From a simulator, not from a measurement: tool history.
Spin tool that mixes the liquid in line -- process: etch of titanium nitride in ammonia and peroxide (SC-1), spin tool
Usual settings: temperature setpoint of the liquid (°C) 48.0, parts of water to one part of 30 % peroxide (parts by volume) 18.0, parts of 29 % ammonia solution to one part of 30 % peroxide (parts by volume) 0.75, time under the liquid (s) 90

run    hour  temperature setpoint of the liquid (°C)  parts of water to one part of 30 % peroxide (parts by volume)  parts of 29 % ammonia solution to one part of 30 % peroxide (parts by volume)  time under the liquid (s)  wafers since the last listed run  hours since the thermometer was replaced  hours since the ammonia flow meter was replaced  hours since the heated supply line was repaired  hours since the drum of ammonia solution was connected  hours since the gauge calibration  read-back film thickness of the titanium nitride reference wafer, read on the same gauge (nm)  thickness taken off the titanium nitride on a monitor wafer (angstrom)
  1     0.0                                     48.0                                                           18.0                                                                           0.75                         90                                 0                                    1293.6                                           1288.9                                            467.4                                                   399.6                             2367.0                                                                                          79.99                                                                    67.8
  2    47.3                                     48.0                                                           18.0                                                                           0.75                         90                               349                                    1340.9                                           1336.2                                            514.7                                                   446.9                             2414.3                                                                                          80.03                                                                    67.5
      130.0  -- gauge calibrated
  3   211.7                                     50.5                                                           18.0                                                                           0.75                        120                              1215                                    1505.3                                           1500.6                                            679.1                                                   611.3                               81.7                                                                                          79.99                                                                   107.6
      237.1  -- thermometer replaced
  4   262.9                                     50.5                                                           18.0                                                                           0.75                        120                               371                                      25.8                                           1551.8                                            730.3                                                   662.5                              132.9                                                                                          79.94                                                                   111.4
  5   301.4                                     42.0                                                           18.0                                                                           0.60                         90                               284                                      64.3                                           1590.3                                            768.8                                                   701.0                              171.4                                                                                          80.01                                                                    43.8
  6   343.0                                     42.0                                                           18.0                                                                           0.60                         90                               307                                     105.9                                           1631.9                                            810.4                                                   742.6                              213.0                                                                                          79.96                                                                    43.1
  7   394.2                                     48.0                                                           18.0                                                                           0.75                        135                               378                                     157.1                                           1683.1                                            861.6                                                   793.8                              264.2                                                                                          80.00                                                                   105.1
  8   438.8                                     48.0                                                           18.0                                                                           0.75                         90                               329                                     201.7                                           1727.7                                            906.2                                                   838.4                              308.8                                                                                          79.98                                                                    69.7
  9   496.0                                     42.5                                                           24.0                                                                           0.85                        115                               423                                     258.9                                           1784.9                                            963.4                                                   895.6                              366.0                                                                                          80.04                                                                    52.0
      506.0  -- new drum of ammonia solution connected
 10   554.8                                     48.0                                                           18.0                                                                           0.75                         90                               427                                     317.7                                           1843.7                                           1022.2                                                    48.8                              424.8                                                                                          79.98                                                                    68.8
 11   585.3                                     48.0                                                           18.0                                                                           0.50                         90                               225                                     348.2                                           1874.2                                           1052.7                                                    79.3                              455.3                                                                                          79.98                                                                    63.0
      624.5  -- heated supply line repaired
 12   652.3                                     52.0                                                           15.5                                                                           0.75                         90                               488                                     415.2                                           1941.2                                             27.8                                                   146.3                              522.3                                                                                          79.98                                                                    98.9
 13   682.1                                     43.5                                                           26.0                                                                           0.60                        125                               220                                     445.0                                           1971.0                                             57.6                                                   176.1                              552.1                                                                                          79.97                                                                    54.8
 14   751.3                                     48.0                                                           18.0                                                                           0.75                        135                               511                                     514.2                                           2040.2                                            126.8                                                   245.3                              621.3                                                                                          80.04                                                                   102.6
 15   805.2                                     57.5                                                           18.0                                                                           0.75                         90                               398                                     568.1                                           2094.1                                            180.7                                                   299.2                              675.2                                                                                          79.98                                                                   132.4
 16   842.9                                     48.0                                                           18.0                                                                           0.75                         90                               278                                     605.8                                           2131.8                                            218.4                                                   336.9                              712.9                                                                                          79.97                                                                    68.4
      870.9  -- ammonia flow meter replaced
 17   893.2                                     48.0                                                           11.0                                                                           0.60                         70                               364                                     656.1                                             22.3                                            268.7                                                   387.2                              763.2                                                                                          79.96                                                                    66.5
 18   962.3                                     53.0                                                           13.0                                                                           0.75                         90                               511                                     725.2                                             91.4                                            337.8                                                   456.3                              832.3                                                                                          80.01                                                                   114.1
 19  1027.6                                     48.0                                                           10.0                                                                           0.75                        110                               482                                     790.5                                            156.7                                            403.1                                                   521.6                              897.6                                                                                          80.01                                                                   113.1
 20  1097.5                                     45.0                                                           18.0                                                                           1.00                         90                               516                                     860.4                                            226.6                                            473.0                                                   591.5                              967.5                                                                                          80.01                                                                    58.2
 21  1163.1                                     42.0                                                           18.0                                                                           0.60                         90                               485                                     926.0                                            292.2                                            538.6                                                   657.1                             1033.1                                                                                          79.98                                                                    42.6
 22  1208.3                                     51.0                                                           12.5                                                                           0.75                         90                               334                                     971.2                                            337.4                                            583.8                                                   702.3                             1078.3                                                                                          80.01                                                                   102.8
 23  1275.6                                     56.5                                                           18.0                                                                           0.65                         90                               497                                    1038.5                                            404.7                                            651.1                                                   769.6                             1145.6                                                                                          80.00                                                                   117.6
 24  1340.3                                     40.5                                                           18.0                                                                           0.60                         90                               478                                    1103.2                                            469.4                                            715.8                                                   834.3                             1210.3                                                                                          79.95                                                                    37.5
 25  1394.0                                     52.0                                                           13.0                                                                           0.75                         90                               397                                    1156.9                                            523.1                                            769.5                                                   888.0                             1264.0                                                                                          80.03                                                                   107.0

Predict each of these 3 candidate next runs independently; none follows another, all start after run 25:
  A  1394.4                                     48.0                                                           18.0                                                                           0.75                         90                                 2                                    1157.3                                            523.5                                            769.9                                                   888.4                             1264.4                                                                                              ?                                                                       ?
  B  1394.4                                     53.5                                                           18.0                                                                           0.75                        105                                 2                                    1157.3                                            523.5                                            769.9                                                   888.4                             1264.4                                                                                              ?                                                                       ?
  C  1394.4                                     57.5                                                           22.5                                                                           1.15                        110                                 2                                    1157.3                                            523.5                                            769.9                                                   888.4                             1264.4                                                                                              ?                                                                       ?

run  read-back film thickness of the titanium nitride reference wafer, read on the same gauge (nm)  thickness taken off the titanium nitride on a monitor wafer (angstrom)
  A                                                                                          80.03                                                                    67.0
  B                                                                                          80.03                                                                   114.5
  C                                                                                          80.03                                                                   150.0
With the hidden condition removed and each run's random variation left untouched, the same runs would have given:
run  thickness taken off the titanium nitride on a monitor wafer (angstrom)
  A                                                                    69.5
  B                                                                   118.8
  C                                                                   155.4
